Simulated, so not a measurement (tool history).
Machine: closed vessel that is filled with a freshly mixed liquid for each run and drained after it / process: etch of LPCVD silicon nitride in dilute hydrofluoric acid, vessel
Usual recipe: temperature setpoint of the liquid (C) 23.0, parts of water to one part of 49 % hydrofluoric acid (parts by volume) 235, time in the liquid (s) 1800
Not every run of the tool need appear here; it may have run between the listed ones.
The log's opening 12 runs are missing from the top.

| run | hour | temperature setpoint of the liquid (C) | parts of water to one part of 49 % hydrofluoric acid (parts by volume) | time in the liquid (s) | read-back film thickness of the LPCVD silicon nitride reference wafer, read on the same gauge (nm) | thickness taken off the LPCVD silicon nitride on a monitor wafer (angstrom) |
|---|---|---|---|---|---|---|
| 13 | 301.2 | 23.0 | 235 | 1800 | 130.001 | 32.93 |
| 14 | 319.2 | 23.0 | 235 | 1800 | 130.014 | 33.84 |
| 15 | 353.5 | 21.0 | 235 | 1800 | 129.953 | 29.90 |
| 16 | 370.3 | 23.0 | 235 | 1800 | 130.017 | 33.92 |
| 17 | 401.6 | 23.0 | 235 | 2540 | 130.009 | 47.69 |
| 18 | 430.2 | 23.0 | 235 | 1800 | 130.012 | 33.23 |
| 19 | 444.7 | 24.5 | 325 | 2535 | 130.011 | 38.49 |
| 20 | 465.0 | 18.0 | 235 | 2700 | 130.017 | 37.24 |
|  | 471.8 | gauge calibrated |
| 21 | 564.8 | 23.0 | 235 | 810 | 129.998 | 15.49 |
| 22 | 589.5 | 28.0 | 330 | 2185 | 130.021 | 40.34 |
| 23 | 618.3 | 28.0 | 125 | 1800 | 129.968 | 87.83 |
| 24 | 631.8 | 25.5 | 235 | 1410 | 129.972 | 30.91 |
| 25 | 661.9 | 23.0 | 235 | 2610 | 129.958 | 49.87 |
| 26 | 689.0 | 23.0 | 235 | 1800 | 130.014 | 34.68 |
| 27 | 710.0 | 23.0 | 235 | 1800 | 130.018 | 34.36 |
| 28 | 737.9 | 24.5 | 235 | 890 | 129.991 | 18.75 |
| 29 | 753.5 | 27.5 | 355 | 1225 | 129.953 | 20.53 |
| 30 | 768.8 | 23.0 | 235 | 1800 | 129.989 | 34.84 |
| 31 | 790.4 | 23.0 | 270 | 2870 | 129.988 | 48.71 |
| 32 | 819.6 | 23.0 | 235 | 1800 | 130.005 | 35.40 |

Here are 4 independent what-if runs from the current tool condition. What would each one return?
| A | 820.7 | 23.0 | 235 | 1800 | ? | ? |
| B | 820.7 | 23.0 | 185 | 1800 | ? | ? |
| C | 820.7 | 26.0 | 235 | 1800 | ? | ? |
| D | 820.7 | 23.0 | 170 | 765 | ? | ? |

| run | read-back film thickness of the LPCVD silicon nitride reference wafer, read on the same gauge (nm) | thickness taken off the LPCVD silicon nitride on a monitor wafer (angstrom) |
|---|---|---|
| A | 129.992 | 35.51 |
| B | 129.992 | 45.00 |
| C | 129.992 | 42.72 |
| D | 129.992 | 20.79 |
Stripped of hidden state, with their random variation kept, the same runs would have yielded:
| run | thickness taken off the LPCVD silicon nitride on a monitor wafer (angstrom) |
|---|---|
| A | 33.54 |
| B | 42.46 |
| C | 40.41 |
| D | 19.61 |

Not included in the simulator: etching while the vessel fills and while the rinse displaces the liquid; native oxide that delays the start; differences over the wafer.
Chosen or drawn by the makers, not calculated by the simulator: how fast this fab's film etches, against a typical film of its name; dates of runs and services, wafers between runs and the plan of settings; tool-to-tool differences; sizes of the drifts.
